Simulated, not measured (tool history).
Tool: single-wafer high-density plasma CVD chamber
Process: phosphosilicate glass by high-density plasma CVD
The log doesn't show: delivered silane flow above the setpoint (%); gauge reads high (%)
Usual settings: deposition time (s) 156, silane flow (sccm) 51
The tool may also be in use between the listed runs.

run	hour	deposition time (s)	silane flow (sccm)	wafers since the last listed run	hours since the silane flow controller was replaced	hours since the gauge calibration	read-back reference wafer on the same gauge, thickness_nm	mean film thickness on the monitor wafer (angstrom)
1	0	156	51	0	1754	1216	701.691	7167.2
2	94.8	156	51	1004	1848.8	1310.8	701.903	7132.18
3	153.2	180	51	618	1907.2	1369.2	702.161	8207.19
4	225.3	180	51	763	1979.3	1441.3	702.012	8197.51
5	321.6	156	48	1020	2075.6	1537.6	702.018	6883.05
6	370.6	156	48	519	2124.6	1586.6	702.209	6850.51
7	455.6	156	48	900	2209.6	1671.6	701.838	6806.15
8	506.9	156	51	543	2260.9	1722.9	702.264	7050.29
# hour 537.2: gauge calibrated
9	583.7	156	51	813	2337.7	46.5	702.056	7068.07
# hour 592.3: silane flow controller replaced
10	667.8	156	51	806	75.5	130.6	702.182	7368.94
11	723.1	172	47	585	130.8	185.9	702.395	7756.02
12	802.9	156	51	845	210.6	265.7	701.525	7305.82
13	888.6	156	51	907	296.3	351.4	701.957	7330.53
14	924.9	167	54	384	332.6	387.7	702.206	8088.63
15	989.4	185	41	683	397.1	452.2	702.345	7714.89
16	1088.9	148	56	1054	496.6	551.7	701.794	7278.98
17	1149.3	156	45	639	557	612.1	702.169	6821.71
18	1209.1	156	51	633	616.8	671.9	702.289	7277.44
19	1309	156	51	1058	716.7	771.8	702.614	7267.87
20	1369.6	139	47	641	777.3	832.4	701.542	6187.84
21	1457.2	125	54	927	864.9	920	702.334	5985.95

Forecast each of these 5 alternatives for the next run:
A	1457.6	156	51	4	865.3	920.4	?	?
B	1457.6	145	48	4	865.3	920.4	?	?
C	1457.6	177	59	4	865.3	920.4	?	?
D	1457.6	184	51	4	865.3	920.4	?	?
E	1457.6	146	58	4	865.3	920.4	?	?

run	read-back reference wafer on the same gauge, thickness_nm	mean film thickness on the monitor wafer (angstrom)
A	702.015	7270.35
B	702.015	6536.24
C	702.015	8969.93
D	702.015	8575.29
E	702.015	7324.6
Without the tool's hidden state the same runs would have given:
run	mean film thickness on the monitor wafer (angstrom)
A	7346.27
B	6604.5
C	9063.6
D	8664.83
E	7401.08
